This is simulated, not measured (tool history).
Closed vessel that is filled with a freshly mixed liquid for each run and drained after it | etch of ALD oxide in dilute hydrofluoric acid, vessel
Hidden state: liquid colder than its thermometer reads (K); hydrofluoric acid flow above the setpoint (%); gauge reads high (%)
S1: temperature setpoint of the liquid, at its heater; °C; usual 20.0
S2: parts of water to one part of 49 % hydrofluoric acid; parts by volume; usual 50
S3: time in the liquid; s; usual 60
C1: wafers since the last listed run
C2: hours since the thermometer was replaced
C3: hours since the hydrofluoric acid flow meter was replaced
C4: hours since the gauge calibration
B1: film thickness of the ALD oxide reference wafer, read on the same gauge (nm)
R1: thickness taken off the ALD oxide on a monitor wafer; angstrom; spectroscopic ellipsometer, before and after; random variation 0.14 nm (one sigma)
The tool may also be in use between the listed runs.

run 1 hour=0.0 | S1=20.0 S2=30 S3=60 | C1=0 C2=2554.2 C3=229.5 C4=349.6 | B1=50.01 | R1=381.0
run 2 hour=19.8 | S1=20.0 S2=30 S3=60 | C1=1592 C2=2574.0 C3=249.3 C4=369.4 | B1=50.03 | R1=377.5
run 3 hour=43.6 | S1=17.0 S2=50 S3=60 | C1=1914 C2=2597.8 C3=273.1 C4=393.2 | B1=50.00 | R1=194.6
run 4 hour=66.7 | S1=17.0 S2=50 S3=60 | C1=1857 C2=2620.9 C3=296.2 C4=416.3 | B1=50.00 | R1=195.6
run 5 hour=100.4 | S1=20.0 S2=50 S3=60 | C1=2710 C2=2654.6 C3=329.9 C4=450.0 | B1=50.00 | R1=224.2
run 6 hour=132.8 | S1=20.0 S2=50 S3=60 | C1=2605 C2=2687.0 C3=362.3 C4=482.4 | B1=49.99 | R1=223.9
run 7 hour=156.3 | S1=20.0 S2=50 S3=60 | C1=1889 C2=2710.5 C3=385.8 C4=505.9 | B1=49.99 | R1=222.5
run 8 hour=176.8 | S1=20.0 S2=50 S3=60 | C1=1648 C2=2731.0 C3=406.3 C4=526.4 | B1=50.00 | R1=222.1
run 9 hour=192.3 | S1=20.0 S2=50 S3=60 | C1=1246 C2=2746.5 C3=421.8 C4=541.9 | B1=50.00 | R1=225.7
run 10 hour=223.7 | S1=20.0 S2=50 S3=60 | C1=2525 C2=2777.9 C3=453.2 C4=573.3 | B1=50.03 | R1=225.2
run 11 hour=247.6 | S1=20.0 S2=50 S3=60 | C1=1922 C2=2801.8 C3=477.1 C4=597.2 | B1=50.00 | R1=226.5
run 12 hour=263.2 | S1=20.0 S2=50 S3=60 | C1=1254 C2=2817.4 C3=492.7 C4=612.8 | B1=50.02 | R1=225.9
-- hour=276.4 hydrofluoric acid flow meter replaced
run 13 hour=285.1 | S1=21.5 S2=50 S3=80 | C1=1680 C2=2839.3 C3=8.7 C4=634.7 | B1=50.01 | R1=302.4
run 14 hour=302.6 | S1=20.0 S2=50 S3=60 | C1=1407 C2=2856.8 C3=26.2 C4=652.2 | B1=50.00 | R1=214.2
-- hour=313.3 thermometer replaced
run 15 hour=336.1 | S1=17.0 S2=65 S3=30 | C1=2613 C2=22.8 C3=59.7 C4=685.7 | B1=50.02 | R1=79.6
run 16 hour=348.8 | S1=20.0 S2=50 S3=60 | C1=1021 C2=35.5 C3=72.4 C4=698.4 | B1=50.04 | R1=237.7
run 17 hour=371.9 | S1=23.5 S2=30 S3=75 | C1=1857 C2=58.6 C3=95.5 C4=721.5 | B1=49.99 | R1=593.6
run 18 hour=389.7 | S1=25.0 S2=50 S3=30 | C1=1431 C2=76.4 C3=113.3 C4=739.3 | B1=50.01 | R1=146.9
run 19 hour=407.5 | S1=17.0 S2=50 S3=30 | C1=1431 C2=94.2 C3=131.1 C4=757.1 | B1=50.02 | R1=105.8
run 20 hour=441.6 | S1=20.0 S2=50 S3=60 | C1=2742 C2=128.3 C3=165.2 C4=791.2 | B1=49.99 | R1=240.0
run 21 hour=463.4 | S1=20.0 S2=65 S3=50 | C1=1753 C2=150.1 C3=187.0 C4=813.0 | B1=49.99 | R1=152.3
run 22 hour=488.4 | S1=20.0 S2=40 S3=60 | C1=2010 C2=175.1 C3=212.0 C4=838.0 | B1=50.00 | R1=308.5
-- hour=505.6 gauge calibrated
run 23 hour=512.3 | S1=18.5 S2=60 S3=80 | C1=1922 C2=199.0 C3=235.9 C4=6.7 | B1=50.01 | R1=248.1
run 24 hour=525.9 | S1=20.0 S2=70 S3=60 | C1=1093 C2=212.6 C3=249.5 C4=20.3 | B1=50.02 | R1=166.4
run 25 hour=553.4 | S1=20.0 S2=70 S3=90 | C1=2211 C2=240.1 C3=277.0 C4=47.8 | B1=50.00 | R1=252.3
run 26 hour=584.5 | S1=20.0 S2=50 S3=60 | C1=2501 C2=271.2 C3=308.1 C4=78.9 | B1=50.01 | R1=244.3
run 27 hour=604.7 | S1=17.0 S2=55 S3=60 | C1=1624 C2=291.4 C3=328.3 C4=99.1 | B1=50.01 | R1=192.4
run 28 hour=635.0 | S1=22.5 S2=55 S3=30 | C1=2436 C2=321.7 C3=358.6 C4=129.4 | B1=50.02 | R1=120.8
run 29 hour=651.7 | S1=20.0 S2=50 S3=40 | C1=1343 C2=338.4 C3=375.3 C4=146.1 | B1=50.00 | R1=161.0
run 30 hour=665.8 | S1=20.0 S2=50 S3=60 | C1=1133 C2=352.5 C3=389.4 C4=160.2 | B1=49.98 | R1=241.4
run 31 hour=693.0 | S1=18.0 S2=50 S3=60 | C1=2187 C2=379.7 C3=416.6 C4=187.4 | B1=50.00 | R1=225.1
run 32 hour=722.0 | S1=20.0 S2=50 S3=90 | C1=2332 C2=408.7 C3=445.6 C4=216.4 | B1=50.00 | R1=366.0
run 33 hour=736.3 | S1=17.0 S2=70 S3=90 | C1=1150 C2=423.0 C3=459.9 C4=230.7 | B1=50.03 | R1=227.4
run 34 hour=754.5 | S1=17.0 S2=45 S3=80 | C1=1463 C2=441.2 C3=478.1 C4=248.9 | B1=50.00 | R1=318.7
run 35 hour=780.2 | S1=20.0 S2=50 S3=60 | C1=2066 C2=466.9 C3=503.8 C4=274.6 | B1=50.01 | R1=243.5

How the hidden state differs across the entries between the runs, from the last listed run before each to the first after it:
Between runs 12 and 13: hydrofluoric acid flow meter replaced (hour 276.4)
  liquid colder than its thermometer reads (K): 2.64 -> 2.66; hydrofluoric acid flow above the setpoint (%): 5.48 -> 0.413
  measured less the result without the state, R1: -13.3 -> -34.6 angstrom
Between runs 14 and 15: thermometer replaced (hour 313.3)
  liquid colder than its thermometer reads (K): 2.67 -> 0.267; hydrofluoric acid flow above the setpoint (%): 0.593 -> 0.937
  measured less the result without the state, R1: -24.5 -> -0.1 angstrom
Between runs 22 and 23: gauge calibrated (hour 505.6)
  liquid colder than its thermometer reads (K): 0.396 -> 0.416; hydrofluoric acid flow above the setpoint (%): 2.5 -> 2.75
  measured less the result without the state, R1: +2.7 -> +2.7 angstrom

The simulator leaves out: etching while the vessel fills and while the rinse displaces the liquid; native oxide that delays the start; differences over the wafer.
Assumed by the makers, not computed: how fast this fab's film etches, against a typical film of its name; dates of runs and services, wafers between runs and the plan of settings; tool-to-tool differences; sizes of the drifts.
